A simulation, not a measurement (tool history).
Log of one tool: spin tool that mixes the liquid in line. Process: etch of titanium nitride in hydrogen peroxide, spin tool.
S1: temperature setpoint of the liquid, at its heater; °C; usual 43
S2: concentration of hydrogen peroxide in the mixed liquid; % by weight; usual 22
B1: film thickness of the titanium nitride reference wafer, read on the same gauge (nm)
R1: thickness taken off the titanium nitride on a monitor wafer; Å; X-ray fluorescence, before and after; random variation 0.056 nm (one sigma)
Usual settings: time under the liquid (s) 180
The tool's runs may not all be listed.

{"run": 1, "day": 0.0, "S1": 43, "S2": 22, "time under the liquid (s)": 180, "B1": 89.99, "R1": 64.8}
{"run": 2, "day": 0.696, "S1": 43, "S2": 22, "time under the liquid (s)": 180, "B1": 90.02, "R1": 62.6}
{"day": 0.838, "done": "gauge calibrated"}
{"day": 1.229, "done": "heated supply line repaired"}
{"run": 3, "day": 1.3, "S1": 43, "S2": 22, "time under the liquid (s)": 180, "B1": 90.01, "R1": 63.1}
{"run": 4, "day": 1.683, "S1": 37, "S2": 18, "time under the liquid (s)": 180, "B1": 89.99, "R1": 39}
{"run": 5, "day": 1.95, "S1": 37, "S2": 18, "time under the liquid (s)": 180, "B1": 90, "R1": 37.8}
{"run": 6, "day": 2.696, "S1": 45.5, "S2": 25, "time under the liquid (s)": 265, "B1": 90, "R1": 116.4}
{"run": 7, "day": 3.154, "S1": 43, "S2": 22, "time under the liquid (s)": 150, "B1": 90, "R1": 53}
{"run": 8, "day": 3.546, "S1": 43, "S2": 26.5, "time under the liquid (s)": 105, "B1": 90.02, "R1": 38.5}
{"run": 9, "day": 4.288, "S1": 43, "S2": 22, "time under the liquid (s)": 180, "B1": 90.03, "R1": 63.2}
{"run": 10, "day": 4.617, "S1": 43, "S2": 24, "time under the liquid (s)": 180, "B1": 90.03, "R1": 65}
{"run": 11, "day": 5.162, "S1": 43, "S2": 22, "time under the liquid (s)": 180, "B1": 89.98, "R1": 63.8}
{"run": 12, "day": 5.621, "S1": 43, "S2": 22, "time under the liquid (s)": 180, "B1": 90, "R1": 63.6}
{"run": 13, "day": 6.267, "S1": 43, "S2": 26.5, "time under the liquid (s)": 105, "B1": 90.01, "R1": 38.5}
{"day": 6.554, "done": "thermometer replaced"}
{"run": 14, "day": 6.992, "S1": 43, "S2": 22, "time under the liquid (s)": 180, "B1": 90.01, "R1": 63.9}
{"run": 15, "day": 7.317, "S1": 43, "S2": 22, "time under the liquid (s)": 180, "B1": 90.01, "R1": 63.6}
{"run": 16, "day": 7.967, "S1": 37, "S2": 25, "time under the liquid (s)": 75, "B1": 90, "R1": 17.4}
{"day": 8.117, "done": "peroxide flow meter replaced"}
{"run": 17, "day": 8.475, "S1": 50.5, "S2": 22, "time under the liquid (s)": 180, "B1": 90, "R1": 111.4}
{"day": 8.9, "done": "new drum of peroxide connected"}
{"run": 18, "day": 9.046, "S1": 39.5, "S2": 23.5, "time under the liquid (s)": 280, "B1": 90.01, "R1": 75.4}
{"run": 19, "day": 10.446, "S1": 43, "S2": 22, "time under the liquid (s)": 180, "B1": 90, "R1": 63.8}
{"run": 20, "day": 10.712, "S1": 49, "S2": 19, "time under the liquid (s)": 270, "B1": 90.01, "R1": 145.3}
{"run": 21, "day": 11.038, "S1": 50, "S2": 22, "time under the liquid (s)": 265, "B1": 90.02, "R1": 158.5}
{"run": 22, "day": 11.4, "S1": 37, "S2": 16, "time under the liquid (s)": 75, "B1": 90.04, "R1": 15.7}
{"run": 23, "day": 11.808, "S1": 52, "S2": 22, "time under the liquid (s)": 180, "B1": 89.98, "R1": 122.8}
{"run": 24, "day": 12.112, "S1": 43, "S2": 22, "time under the liquid (s)": 180, "B1": 90.03, "R1": 64.5}
{"run": 25, "day": 12.467, "S1": 51.5, "S2": 22, "time under the liquid (s)": 230, "B1": 90.04, "R1": 150.9}
{"run": 26, "day": 13.521, "S1": 46, "S2": 18, "time under the liquid (s)": 95, "B1": 90, "R1": 39.7}

3 ways to go on from here, each from the tool as it stands after run 26. What would each give?
{"run": "A", "day": 13.542, "S1": 43, "S2": 22, "time under the liquid (s)": 265, "B1": "?", "R1": "?"}
{"run": "B", "day": 13.542, "S1": 39, "S2": 22, "time under the liquid (s)": 180, "B1": "?", "R1": "?"}
{"run": "C", "day": 13.542, "S1": 35, "S2": 22, "time under the liquid (s)": 180, "B1": "?", "R1": "?"}

run=A B1=90.01 R1=93.1
run=B B1=90.01 R1=46.6
run=C B1=90.01 R1=34
Without the tool's hidden state the same runs would have given:
run=A R1=93.1
run=B R1=46.6
run=C R1=34
